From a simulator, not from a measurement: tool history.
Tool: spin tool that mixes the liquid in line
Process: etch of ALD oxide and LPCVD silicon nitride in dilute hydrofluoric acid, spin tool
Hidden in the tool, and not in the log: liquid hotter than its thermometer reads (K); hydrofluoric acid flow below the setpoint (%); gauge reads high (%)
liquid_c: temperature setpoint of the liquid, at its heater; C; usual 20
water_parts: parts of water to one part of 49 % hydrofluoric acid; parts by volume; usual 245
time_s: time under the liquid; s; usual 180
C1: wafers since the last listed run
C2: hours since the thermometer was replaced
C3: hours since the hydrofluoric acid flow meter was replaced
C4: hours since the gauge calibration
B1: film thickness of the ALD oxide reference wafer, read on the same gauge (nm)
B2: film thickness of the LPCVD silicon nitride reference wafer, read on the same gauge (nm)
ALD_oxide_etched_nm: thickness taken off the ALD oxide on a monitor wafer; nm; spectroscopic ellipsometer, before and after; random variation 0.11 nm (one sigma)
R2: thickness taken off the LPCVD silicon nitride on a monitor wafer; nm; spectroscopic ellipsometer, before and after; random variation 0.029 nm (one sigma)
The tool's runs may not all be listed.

{"run": 1, "hour": 0.0, "liquid_c": 20, "water_parts": 245, "time_s": 180, "C1": 0, "C2": 1454.1, "C3": 1941.4, "C4": 773.7, "B1": 100, "B2": 60.018, "ALD_oxide_etched_nm": 13.66, "R2": 0.191}
{"run": 2, "hour": 17.6, "liquid_c": 20, "water_parts": 245, "time_s": 180, "C1": 169, "C2": 1471.7, "C3": 1959, "C4": 791.3, "B1": 99.99, "B2": 59.982, "ALD_oxide_etched_nm": 13.63, "R2": 0.256}
{"run": 3, "hour": 39.8, "liquid_c": 20, "water_parts": 315, "time_s": 180, "C1": 213, "C2": 1493.9, "C3": 1981.2, "C4": 813.5, "B1": 100.01, "B2": 59.994, "ALD_oxide_etched_nm": 9.95, "R2": 0.193}
{"run": 4, "hour": 63.2, "liquid_c": 20, "water_parts": 315, "time_s": 180, "C1": 224, "C2": 1517.3, "C3": 2004.6, "C4": 836.9, "B1": 100, "B2": 60.002, "ALD_oxide_etched_nm": 9.96, "R2": 0.153}
{"run": 5, "hour": 93.1, "liquid_c": 20, "water_parts": 320, "time_s": 180, "C1": 287, "C2": 1547.2, "C3": 2034.5, "C4": 866.8, "B1": 100, "B2": 60.009, "ALD_oxide_etched_nm": 9.8, "R2": 0.191}
{"run": 6, "hour": 126.1, "liquid_c": 20, "water_parts": 245, "time_s": 180, "C1": 317, "C2": 1580.2, "C3": 2067.5, "C4": 899.8, "B1": 99.99, "B2": 59.991, "ALD_oxide_etched_nm": 13.46, "R2": 0.21}
{"run": 7, "hour": 145.4, "liquid_c": 18, "water_parts": 175, "time_s": 180, "C1": 185, "C2": 1599.5, "C3": 2086.8, "C4": 919.1, "B1": 99.99, "B2": 59.995, "ALD_oxide_etched_nm": 18.91, "R2": 0.277}
{"run": 8, "hour": 163.3, "liquid_c": 18, "water_parts": 175, "time_s": 180, "C1": 171, "C2": 1617.4, "C3": 2104.7, "C4": 937, "B1": 100.01, "B2": 59.98, "ALD_oxide_etched_nm": 18.68, "R2": 0.311}
{"run": 9, "hour": 191.8, "liquid_c": 18, "water_parts": 175, "time_s": 180, "C1": 273, "C2": 1645.9, "C3": 2133.2, "C4": 965.5, "B1": 99.99, "B2": 60.004, "ALD_oxide_etched_nm": 18.79, "R2": 0.27}
{"hour": 216.7, "done": "gauge calibrated"}
{"hour": 240.9, "done": "hydrofluoric acid flow meter replaced"}
{"run": 10, "hour": 248.0, "liquid_c": 20, "water_parts": 245, "time_s": 180, "C1": 530, "C2": 1702.1, "C3": 7.1, "C4": 31.3, "B1": 100, "B2": 60.022, "ALD_oxide_etched_nm": 13.52, "R2": 0.319}
{"run": 11, "hour": 267.8, "liquid_c": 20, "water_parts": 290, "time_s": 180, "C1": 190, "C2": 1721.9, "C3": 26.9, "C4": 51.1, "B1": 100, "B2": 59.995, "ALD_oxide_etched_nm": 10.89, "R2": 0.217}
{"run": 12, "hour": 359.6, "liquid_c": 20, "water_parts": 290, "time_s": 180, "C1": 881, "C2": 1813.7, "C3": 118.7, "C4": 142.9, "B1": 100.01, "B2": 60.007, "ALD_oxide_etched_nm": 11.06, "R2": 0.225}
{"run": 13, "hour": 382.4, "liquid_c": 23.5, "water_parts": 135, "time_s": 290, "C1": 219, "C2": 1836.5, "C3": 141.5, "C4": 165.7, "B1": 100.01, "B2": 59.999, "ALD_oxide_etched_nm": 50.38, "R2": 0.792}
{"run": 14, "hour": 407.8, "liquid_c": 24, "water_parts": 150, "time_s": 110, "C1": 244, "C2": 1861.9, "C3": 166.9, "C4": 191.1, "B1": 100, "B2": 60.058, "ALD_oxide_etched_nm": 17.25, "R2": 0.324}
{"run": 15, "hour": 420.8, "liquid_c": 20, "water_parts": 340, "time_s": 180, "C1": 124, "C2": 1874.9, "C3": 179.9, "C4": 204.1, "B1": 100, "B2": 60.027, "ALD_oxide_etched_nm": 8.83, "R2": 0.189}
{"run": 16, "hour": 453.6, "liquid_c": 20, "water_parts": 295, "time_s": 180, "C1": 315, "C2": 1907.7, "C3": 212.7, "C4": 236.9, "B1": 99.97, "B2": 59.964, "ALD_oxide_etched_nm": 10.8, "R2": 0.156}
{"run": 17, "hour": 484.0, "liquid_c": 17, "water_parts": 350, "time_s": 230, "C1": 292, "C2": 1938.1, "C3": 243.1, "C4": 267.3, "B1": 100.01, "B2": 59.947, "ALD_oxide_etched_nm": 10.04, "R2": 0.213}
{"run": 18, "hour": 500.3, "liquid_c": 24, "water_parts": 330, "time_s": 180, "C1": 156, "C2": 1954.4, "C3": 259.4, "C4": 283.6, "B1": 100, "B2": 60.026, "ALD_oxide_etched_nm": 10.79, "R2": 0.292}
{"run": 19, "hour": 521.5, "liquid_c": 24, "water_parts": 175, "time_s": 250, "C1": 203, "C2": 1975.6, "C3": 280.6, "C4": 304.8, "B1": 100, "B2": 60.01, "ALD_oxide_etched_nm": 33.21, "R2": 0.736}
{"hour": 524.1, "done": "thermometer replaced"}
{"run": 20, "hour": 533.9, "liquid_c": 20, "water_parts": 245, "time_s": 140, "C1": 109, "C2": 9.8, "C3": 293, "C4": 317.2, "B1": 100.02, "B2": 60.021, "ALD_oxide_etched_nm": 10.37, "R2": 0.228}
{"run": 21, "hour": 559.8, "liquid_c": 23.5, "water_parts": 345, "time_s": 180, "C1": 248, "C2": 35.7, "C3": 318.9, "C4": 343.1, "B1": 100.01, "B2": 60.032, "ALD_oxide_etched_nm": 9.96, "R2": 0.217}
{"run": 22, "hour": 656.8, "liquid_c": 20, "water_parts": 245, "time_s": 180, "C1": 931, "C2": 132.7, "C3": 415.9, "C4": 440.1, "B1": 99.99, "B2": 60.045, "ALD_oxide_etched_nm": 13.49, "R2": 0.257}
{"run": 23, "hour": 673.2, "liquid_c": 20, "water_parts": 285, "time_s": 180, "C1": 157, "C2": 149.1, "C3": 432.3, "C4": 456.5, "B1": 100, "B2": 60.034, "ALD_oxide_etched_nm": 11.3, "R2": 0.217}
{"run": 24, "hour": 689.2, "liquid_c": 23, "water_parts": 245, "time_s": 245, "C1": 153, "C2": 165.1, "C3": 448.3, "C4": 472.5, "B1": 99.99, "B2": 60.012, "ALD_oxide_etched_nm": 20.7, "R2": 0.455}
{"run": 25, "hour": 716.0, "liquid_c": 20, "water_parts": 245, "time_s": 180, "C1": 257, "C2": 191.9, "C3": 475.1, "C4": 499.3, "B1": 100.01, "B2": 60.035, "ALD_oxide_etched_nm": 13.52, "R2": 0.242}
{"run": 26, "hour": 729.2, "liquid_c": 20, "water_parts": 245, "time_s": 180, "C1": 126, "C2": 205.1, "C3": 488.3, "C4": 512.5, "B1": 100, "B2": 60.029, "ALD_oxide_etched_nm": 13.58, "R2": 0.246}
{"run": 27, "hour": 762.5, "liquid_c": 20, "water_parts": 245, "time_s": 180, "C1": 319, "C2": 238.4, "C3": 521.6, "C4": 545.8, "B1": 100, "B2": 60.026, "ALD_oxide_etched_nm": 13.6, "R2": 0.215}

3 ways to go on from here, each from the tool as it stands after run 27. What would each give?
{"run": "A", "hour": 763.0, "liquid_c": 20, "water_parts": 245, "time_s": 180, "C1": 4, "C2": 238.9, "C3": 522.1, "C4": 546.3, "B1": "?", "B2": "?", "ALD_oxide_etched_nm": "?", "R2": "?"}
{"run": "B", "hour": 763.0, "liquid_c": 21.5, "water_parts": 355, "time_s": 180, "C1": 4, "C2": 238.9, "C3": 522.1, "C4": 546.3, "B1": "?", "B2": "?", "ALD_oxide_etched_nm": "?", "R2": "?"}
{"run": "C", "hour": 763.0, "liquid_c": 17.5, "water_parts": 360, "time_s": 135, "C1": 4, "C2": 238.9, "C3": 522.1, "C4": 546.3, "B1": "?", "B2": "?", "ALD_oxide_etched_nm": "?", "R2": "?"}

run=A B1=100.01 B2=59.995 ALD_oxide_etched_nm=13.65 R2=0.221
run=B B1=100.01 B2=59.995 ALD_oxide_etched_nm=9 R2=0.17
run=C B1=100.01 B2=59.995 ALD_oxide_etched_nm=5.75 R2=0.098
Without the tool's hidden state the same runs would have given:
run=A ALD_oxide_etched_nm=13.65 R2=0.221
run=B ALD_oxide_etched_nm=9 R2=0.17
run=C ALD_oxide_etched_nm=5.75 R2=0.098

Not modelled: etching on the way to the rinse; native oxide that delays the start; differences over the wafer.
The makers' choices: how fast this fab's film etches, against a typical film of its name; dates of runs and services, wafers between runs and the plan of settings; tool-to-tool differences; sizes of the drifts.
